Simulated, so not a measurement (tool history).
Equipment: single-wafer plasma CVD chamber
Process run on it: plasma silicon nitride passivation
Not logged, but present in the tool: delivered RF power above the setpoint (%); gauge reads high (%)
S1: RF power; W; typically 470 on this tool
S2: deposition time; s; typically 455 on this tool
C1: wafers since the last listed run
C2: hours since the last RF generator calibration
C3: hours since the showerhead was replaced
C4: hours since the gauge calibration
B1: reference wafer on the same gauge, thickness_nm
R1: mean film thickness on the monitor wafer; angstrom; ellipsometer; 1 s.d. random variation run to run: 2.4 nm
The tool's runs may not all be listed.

{"run": 1, "hour": 0.0, "S1": 470, "S2": 455, "C1": 0, "C2": 679.2, "C3": 1332.5, "C4": 11.7, "B1": 554.204, "R1": 6492.37}
{"run": 2, "hour": 74.7, "S1": 445, "S2": 455, "C1": 423, "C2": 753.9, "C3": 1407.2, "C4": 86.4, "B1": 554.381, "R1": 6431.04}
{"run": 3, "hour": 155.9, "S1": 445, "S2": 455, "C1": 460, "C2": 835.1, "C3": 1488.4, "C4": 167.6, "B1": 554.457, "R1": 6437.43}
{"run": 4, "hour": 357.0, "S1": 445, "S2": 455, "C1": 1141, "C2": 1036.2, "C3": 1689.5, "C4": 368.7, "B1": 553.907, "R1": 6431.06}
{"run": 5, "hour": 483.8, "S1": 470, "S2": 455, "C1": 719, "C2": 1163, "C3": 1816.3, "C4": 495.5, "B1": 554.299, "R1": 6515.86}
{"run": 6, "hour": 575.6, "S1": 470, "S2": 455, "C1": 521, "C2": 1254.8, "C3": 1908.1, "C4": 587.3, "B1": 554.064, "R1": 6538.75}
{"run": 7, "hour": 677.4, "S1": 470, "S2": 455, "C1": 577, "C2": 1356.6, "C3": 2009.9, "C4": 689.1, "B1": 553.974, "R1": 6488.55}
{"run": 8, "hour": 762.9, "S1": 470, "S2": 455, "C1": 485, "C2": 1442.1, "C3": 2095.4, "C4": 774.6, "B1": 554.506, "R1": 6457.28}
{"run": 9, "hour": 822.6, "S1": 470, "S2": 455, "C1": 338, "C2": 1501.8, "C3": 2155.1, "C4": 834.3, "B1": 554.076, "R1": 6514.15}
{"run": 10, "hour": 921.3, "S1": 470, "S2": 455, "C1": 560, "C2": 1600.5, "C3": 2253.8, "C4": 933, "B1": 553.978, "R1": 6472.71}
{"hour": 971.9, "done": "RF generator calibrated"}
{"run": 11, "hour": 990.5, "S1": 405, "S2": 455, "C1": 347, "C2": 18.6, "C3": 2323, "C4": 1002.2, "B1": 554.206, "R1": 6347.07}
{"run": 12, "hour": 1034.4, "S1": 405, "S2": 455, "C1": 249, "C2": 62.5, "C3": 2366.9, "C4": 1046.1, "B1": 554.106, "R1": 6383.5}
{"run": 13, "hour": 1118.9, "S1": 470, "S2": 400, "C1": 479, "C2": 147, "C3": 2451.4, "C4": 1130.6, "B1": 554.468, "R1": 5802.65}
{"run": 14, "hour": 1190.4, "S1": 470, "S2": 400, "C1": 405, "C2": 218.5, "C3": 2522.9, "C4": 1202.1, "B1": 553.892, "R1": 5793.81}
{"run": 15, "hour": 1276.8, "S1": 545, "S2": 421, "C1": 490, "C2": 304.9, "C3": 2609.3, "C4": 1288.5, "B1": 553.799, "R1": 6235.91}
{"hour": 1310.4, "done": "showerhead replaced"}
{"run": 16, "hour": 1335.4, "S1": 470, "S2": 455, "C1": 287, "C2": 363.5, "C3": 25, "C4": 1347.1, "B1": 554.098, "R1": 6551.71}
{"run": 17, "hour": 1428.0, "S1": 560, "S2": 403, "C1": 525, "C2": 456.1, "C3": 117.6, "C4": 1439.7, "B1": 553.993, "R1": 6044.14}
{"run": 18, "hour": 1488.7, "S1": 545, "S2": 455, "C1": 344, "C2": 516.8, "C3": 178.3, "C4": 1500.4, "B1": 554.008, "R1": 6742.87}
{"run": 19, "hour": 1566.3, "S1": 470, "S2": 513, "C1": 440, "C2": 594.4, "C3": 255.9, "C4": 1578, "B1": 554.288, "R1": 7322.36}
{"run": 20, "hour": 1669.3, "S1": 415, "S2": 455, "C1": 584, "C2": 697.4, "C3": 358.9, "C4": 1681, "B1": 554.242, "R1": 6368.03}
{"run": 21, "hour": 1916.1, "S1": 395, "S2": 414, "C1": 1400, "C2": 944.2, "C3": 605.7, "C4": 1927.8, "B1": 553.832, "R1": 5685.79}
{"run": 22, "hour": 1953.0, "S1": 515, "S2": 484, "C1": 209, "C2": 981.1, "C3": 642.6, "C4": 1964.7, "B1": 554.484, "R1": 7069.95}
{"hour": 1992.0, "done": "gauge calibrated"}
{"run": 23, "hour": 2046.9, "S1": 470, "S2": 455, "C1": 532, "C2": 1075, "C3": 736.5, "C4": 54.9, "B1": 554.29, "R1": 6501.28}
{"run": 24, "hour": 2120.3, "S1": 470, "S2": 455, "C1": 416, "C2": 1148.4, "C3": 809.9, "C4": 128.3, "B1": 554.039, "R1": 6468.19}
{"run": 25, "hour": 2216.7, "S1": 470, "S2": 455, "C1": 547, "C2": 1244.8, "C3": 906.3, "C4": 224.7, "B1": 554.217, "R1": 6489.04}
{"run": 26, "hour": 2317.8, "S1": 470, "S2": 455, "C1": 573, "C2": 1345.9, "C3": 1007.4, "C4": 325.8, "B1": 553.971, "R1": 6478.88}
{"hour": 2378.3, "done": "RF generator calibrated"}
{"run": 27, "hour": 2468.9, "S1": 385, "S2": 488, "C1": 812, "C2": 90.6, "C3": 1158.5, "C4": 476.9, "B1": 553.955, "R1": 6778.08}
{"run": 28, "hour": 2509.1, "S1": 540, "S2": 543, "C1": 228, "C2": 130.8, "C3": 1198.7, "C4": 517.1, "B1": 554.324, "R1": 8138.66}

Each row is a separate what-if for the run after 28, all from the same tool condition, not one after another. Results?
{"run": "A", "hour": 2509.6, "S1": 470, "S2": 455, "C1": 2, "C2": 131.3, "C3": 1199.2, "C4": 517.6, "B1": "?", "R1": "?"}
{"run": "B", "hour": 2509.6, "S1": 445, "S2": 533, "C1": 2, "C2": 131.3, "C3": 1199.2, "C4": 517.6, "B1": "?", "R1": "?"}
{"run": "C", "hour": 2509.6, "S1": 505, "S2": 400, "C1": 2, "C2": 131.3, "C3": 1199.2, "C4": 517.6, "B1": "?", "R1": "?"}
{"run": "D", "hour": 2509.6, "S1": 420, "S2": 455, "C1": 2, "C2": 131.3, "C3": 1199.2, "C4": 517.6, "B1": "?", "R1": "?"}

run=A B1=553.298 R1=6514.08
run=B B1=553.298 R1=7541.43
run=C B1=553.298 R1=5817.57
run=D B1=553.298 R1=6359.36
Stripped of hidden state, with their random variation kept, the same runs would have yielded:
run=A R1=6530.15
run=B R1=7560.03
run=C R1=5831.92
run=D R1=6375.05
